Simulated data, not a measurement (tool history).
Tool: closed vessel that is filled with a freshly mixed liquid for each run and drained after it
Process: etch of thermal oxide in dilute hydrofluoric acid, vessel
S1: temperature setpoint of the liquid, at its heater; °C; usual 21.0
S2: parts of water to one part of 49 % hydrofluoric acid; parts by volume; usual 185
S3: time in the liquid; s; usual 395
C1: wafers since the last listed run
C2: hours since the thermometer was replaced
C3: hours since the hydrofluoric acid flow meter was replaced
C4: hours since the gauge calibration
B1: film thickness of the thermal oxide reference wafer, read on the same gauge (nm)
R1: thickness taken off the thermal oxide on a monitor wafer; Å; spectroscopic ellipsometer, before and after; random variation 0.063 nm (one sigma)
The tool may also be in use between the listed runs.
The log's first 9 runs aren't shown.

{"run": 10, "day": 14.35, "S1": 21.0, "S2": 185, "S3": 320, "C1": 2299, "C2": 1529.4, "C3": 480.7, "C4": 429.7, "B1": 90.01, "R1": 58.3}
{"run": 11, "day": 15.262, "S1": 21.0, "S2": 185, "S3": 395, "C1": 2342, "C2": 1551.3, "C3": 502.6, "C4": 451.6, "B1": 90.02, "R1": 71.8}
{"run": 12, "day": 16.375, "S1": 21.0, "S2": 185, "S3": 395, "C1": 2855, "C2": 1578.0, "C3": 529.3, "C4": 478.3, "B1": 90.02, "R1": 71.6}
{"day": 17.096, "done": "gauge calibrated"}
{"run": 13, "day": 17.712, "S1": 21.0, "S2": 185, "S3": 395, "C1": 3433, "C2": 1610.1, "C3": 561.4, "C4": 14.8, "B1": 89.97, "R1": 70.7}
{"run": 14, "day": 18.929, "S1": 21.0, "S2": 220, "S3": 395, "C1": 3122, "C2": 1639.3, "C3": 590.6, "C4": 44.0, "B1": 90.04, "R1": 58.3}
{"run": 15, "day": 20.062, "S1": 21.0, "S2": 220, "S3": 395, "C1": 2909, "C2": 1666.5, "C3": 617.8, "C4": 71.2, "B1": 89.99, "R1": 58.5}
{"day": 20.792, "done": "hydrofluoric acid flow meter replaced"}
{"run": 16, "day": 21.162, "S1": 21.0, "S2": 220, "S3": 395, "C1": 2716, "C2": 1692.9, "C3": 8.9, "C4": 97.6, "B1": 90.01, "R1": 58.2}
{"run": 17, "day": 21.871, "S1": 21.0, "S2": 185, "S3": 475, "C1": 1818, "C2": 1709.9, "C3": 25.9, "C4": 114.6, "B1": 89.98, "R1": 85.8}
{"run": 18, "day": 23.0, "S1": 21.0, "S2": 185, "S3": 395, "C1": 2898, "C2": 1737.0, "C3": 53.0, "C4": 141.7, "B1": 90.0, "R1": 70.9}
{"run": 19, "day": 24.092, "S1": 17.5, "S2": 185, "S3": 395, "C1": 2802, "C2": 1763.2, "C3": 79.2, "C4": 167.9, "B1": 89.99, "R1": 62.2}
{"run": 20, "day": 25.225, "S1": 21.0, "S2": 185, "S3": 605, "C1": 2909, "C2": 1790.4, "C3": 106.4, "C4": 195.1, "B1": 90.0, "R1": 110.0}
{"run": 21, "day": 26.142, "S1": 21.0, "S2": 185, "S3": 395, "C1": 2352, "C2": 1812.4, "C3": 128.4, "C4": 217.1, "B1": 89.99, "R1": 70.5}
{"run": 22, "day": 26.812, "S1": 17.0, "S2": 230, "S3": 525, "C1": 1721, "C2": 1828.5, "C3": 144.5, "C4": 233.2, "B1": 90.01, "R1": 62.0}
{"run": 23, "day": 27.917, "S1": 19.0, "S2": 160, "S3": 315, "C1": 2834, "C2": 1855.0, "C3": 171.0, "C4": 259.7, "B1": 90.0, "R1": 61.7}
{"day": 28.992, "done": "thermometer replaced"}
{"run": 24, "day": 29.012, "S1": 21.0, "S2": 185, "S3": 395, "C1": 2705, "C2": 0.5, "C3": 197.3, "C4": 286.0, "B1": 90.0, "R1": 77.9}
{"run": 25, "day": 30.467, "S1": 17.0, "S2": 105, "S3": 210, "C1": 3732, "C2": 35.4, "C3": 232.2, "C4": 320.9, "B1": 90.0, "R1": 67.4}
{"run": 26, "day": 31.279, "S1": 21.0, "S2": 145, "S3": 240, "C1": 2085, "C2": 54.9, "C3": 251.7, "C4": 340.4, "B1": 90.0, "R1": 63.3}
{"run": 27, "day": 31.954, "S1": 17.0, "S2": 150, "S3": 525, "C1": 1732, "C2": 71.1, "C3": 267.9, "C4": 356.6, "B1": 90.03, "R1": 112.2}
{"run": 28, "day": 32.933, "S1": 21.0, "S2": 185, "S3": 395, "C1": 2513, "C2": 94.6, "C3": 291.4, "C4": 380.1, "B1": 90.0, "R1": 77.3}
{"run": 29, "day": 33.812, "S1": 17.0, "S2": 185, "S3": 240, "C1": 2256, "C2": 115.7, "C3": 312.5, "C4": 401.2, "B1": 90.02, "R1": 40.5}
{"run": 30, "day": 35.083, "S1": 17.0, "S2": 185, "S3": 290, "C1": 3262, "C2": 146.2, "C3": 343.0, "C4": 431.7, "B1": 89.97, "R1": 48.9}
{"day": 38.667, "done": "gauge calibrated"}
{"run": 31, "day": 39.208, "S1": 21.0, "S2": 185, "S3": 395, "C1": 10588, "C2": 245.2, "C3": 442.0, "C4": 13.0, "B1": 89.99, "R1": 76.3}
{"run": 32, "day": 39.854, "S1": 17.5, "S2": 185, "S3": 395, "C1": 1657, "C2": 260.7, "C3": 457.5, "C4": 28.5, "B1": 90.0, "R1": 67.0}
{"day": 41.208, "done": "hydrofluoric acid flow meter replaced"}
{"run": 33, "day": 41.229, "S1": 21.0, "S2": 255, "S3": 515, "C1": 3422, "C2": 293.7, "C3": 0.5, "C4": 61.5, "B1": 90.01, "R1": 68.0}

Forecast each of these 5 alternatives for the next run:
{"run": "A", "day": 41.262, "S1": 21.0, "S2": 185, "S3": 255, "C1": 85, "C2": 294.5, "C3": 1.3, "C4": 62.3, "B1": "?", "R1": "?"}
{"run": "B", "day": 41.262, "S1": 24.0, "S2": 185, "S3": 535, "C1": 85, "C2": 294.5, "C3": 1.3, "C4": 62.3, "B1": "?", "R1": "?"}
{"run": "C", "day": 41.262, "S1": 19.0, "S2": 230, "S3": 250, "C1": 85, "C2": 294.5, "C3": 1.3, "C4": 62.3, "B1": "?", "R1": "?"}
{"run": "D", "day": 41.262, "S1": 21.0, "S2": 160, "S3": 395, "C1": 85, "C2": 294.5, "C3": 1.3, "C4": 62.3, "B1": "?", "R1": "?"}
{"run": "E", "day": 41.262, "S1": 17.0, "S2": 235, "S3": 525, "C1": 85, "C2": 294.5, "C3": 1.3, "C4": 62.3, "B1": "?", "R1": "?"}

run=A B1=90.01 R1=49.9
run=B B1=90.01 R1=117.3
run=C B1=90.01 R1=34.9
run=D B1=90.01 R1=91.6
run=E B1=90.01 R1=66.0
Without the tool's hidden state the same runs would have given:
run=A R1=50.9
run=B R1=119.6
run=C R1=35.6
run=D R1=93.5
run=E R1=67.3
